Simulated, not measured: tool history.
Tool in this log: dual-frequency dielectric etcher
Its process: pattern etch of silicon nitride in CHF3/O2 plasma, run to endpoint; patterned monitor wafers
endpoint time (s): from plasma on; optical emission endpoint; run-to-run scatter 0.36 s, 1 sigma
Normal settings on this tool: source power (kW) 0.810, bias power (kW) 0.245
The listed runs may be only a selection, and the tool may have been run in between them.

run   hour  source power (kW)  bias power (kW)  wafers since the last listed run  hours since the last wet clean  hours since the last source power generator calibration  hours since the last bias power generator calibration  hours since the last upper electrode change  incoming incoming film thickness, nm  endpoint time (s)
  1    0.0              0.810            0.245                                 0                           296.4                                                   2676.3                                                 3349.5                                       4564.9                                  89.3               52.6
  2   14.0              0.810            0.245                               185                           310.4                                                   2690.3                                                 3363.5                                       4578.9                                  89.1               52.6
  3   35.7              0.810            0.245                               287                           332.1                                                   2712.0                                                 3385.2                                       4600.6                                  89.7               53.5
  4   51.7              0.810            0.232                               211                           348.1                                                   2728.0                                                 3401.2                                       4616.6                                  89.5               53.9
  5   79.5              0.810            0.232                               367                           375.9                                                   2755.8                                                 3429.0                                       4644.4                                  89.7               54.8
  6   93.7              0.810            0.245                               187                           390.1                                                   2770.0                                                 3443.2                                       4658.6                                  89.7               53.2
  7  109.0              0.810            0.245                               202                           405.4                                                   2785.3                                                 3458.5                                       4673.9                                  89.9               54.1
     122.6  -- bias power generator calibrated
  8  142.9              0.940            0.205                               395                           439.3                                                   2819.2                                                   20.3                                       4707.8                                  89.0               55.7
     169.0  -- source power generator calibrated
     170.7  -- upper electrode replaced
  9  176.9              0.930            0.189                               374                           473.3                                                      7.9                                                   54.3                                          6.2                                  89.8               59.3
     221.9  -- wet clean of the chamber
 10  225.2              0.810            0.245                               321                             3.3                                                     56.2                                                  102.6                                         54.5                                  89.4               50.9
 11  242.5              0.870            0.210                               228                            20.6                                                     73.5                                                  119.9                                         71.8                                  89.0               54.0
 12  308.3              0.980            0.273                               870                            86.4                                                    139.3                                                  185.7                                        137.6                                  89.9               46.9
 13  323.4              0.810            0.245                               199                           101.5                                                    154.4                                                  200.8                                        152.7                                  89.6               52.1
 14  357.5              0.640            0.266                               451                           135.6                                                    188.5                                                  234.9                                        186.8                                  88.5               51.0

Run 15 comes next. What will it give?
 15  389.9              0.950            0.215                               428                           168.0                                                    220.9                                                  267.3                                        219.2                                  90.2                  ?

Run 15 came out at endpoint time (s) 53.3.
Were there no unlogged condition in the tool, this run, its random variation unchanged, would have produced endpoint time (s) 52.4.

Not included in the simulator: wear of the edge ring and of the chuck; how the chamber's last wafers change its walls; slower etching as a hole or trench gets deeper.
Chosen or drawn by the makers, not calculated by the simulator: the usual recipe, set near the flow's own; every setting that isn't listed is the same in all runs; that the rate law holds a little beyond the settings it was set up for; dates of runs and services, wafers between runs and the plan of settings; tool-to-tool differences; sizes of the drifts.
